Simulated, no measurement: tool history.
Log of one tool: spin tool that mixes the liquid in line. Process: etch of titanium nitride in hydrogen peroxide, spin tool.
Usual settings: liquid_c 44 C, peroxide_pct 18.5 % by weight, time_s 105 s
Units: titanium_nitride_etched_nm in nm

run,day,liquid_c,peroxide_pct,time_s,"read-back film thickness of the titanium nitride reference wafer, read on the same gauge (nm)",titanium_nitride_etched_nm
1,0,44,14.5,105,30,5.96
2,0.633,44,18.5,105,30.03,6.28
3,1.312,44,18.5,105,30.01,6.35
4,1.621,44,18.5,105,30.01,6.38
5,2.992,44,18.5,105,30.01,6.4
6,3.662,44,18.5,105,30,6.36
7,4.342,44,16.5,135,30,8.08
# day 5.017: peroxide flow meter replaced
8,5.896,44,16.5,135,29.99,7.95
9,6.408,44,18.5,105,30.02,6.38
10,6.75,44,21.5,105,29.99,6.66
11,7.233,44,21.5,105,30,6.62
# day 7.408: gauge calibrated
# day 7.562: thermometer replaced
12,7.929,44,21.5,105,29.97,5.41
13,8.521,44,16.5,135,30,6.62
14,9.188,44,18.5,105,30.01,5.3
15,9.483,44,21.5,105,30,5.46
16,9.742,44,20,105,29.99,5.38
17,10.142,48,18.5,105,30.02,7.16
18,10.504,35.5,15,80,30,1.98
19,11.192,34,18.5,105,30,2.44
# day 11.233: heated supply line repaired
20,11.704,44,18.5,105,30.01,5.22
21,12.067,44,18.5,90,30.01,4.52
# day 12.108: new drum of peroxide connected
22,14.233,49.5,20.5,150,30.02,11.66
23,14.733,44,18.5,105,29.98,5.29
24,15.029,49.5,13.5,70,30,4.93
25,15.3,44,14,105,29.98,5.03
26,15.912,47.5,18.5,150,30.01,9.88

What the log doesn't show, run by run:
peroxide flow below the setpoint (%): 0 in every run
temperature lost on the way to the wafer (K): 0 in every run
peroxide weaker than its label (%): 0 in every run
gauge reads high (%): 0 in every run
H1: liquid hotter than its thermometer reads (K)
run,H1
1,2.48
2,2.49
3,2.51
4,2.52
5,2.55
6,2.57
7,2.58
8,2.62
9,2.63
10,2.64
11,2.65
12,0.023
13,0.037
14,0.0528
15,0.0598
16,0.066
17,0.0754
18,0.084
19,0.1
20,0.112
21,0.121
22,0.172
23,0.184
24,0.191
25,0.198
26,0.212
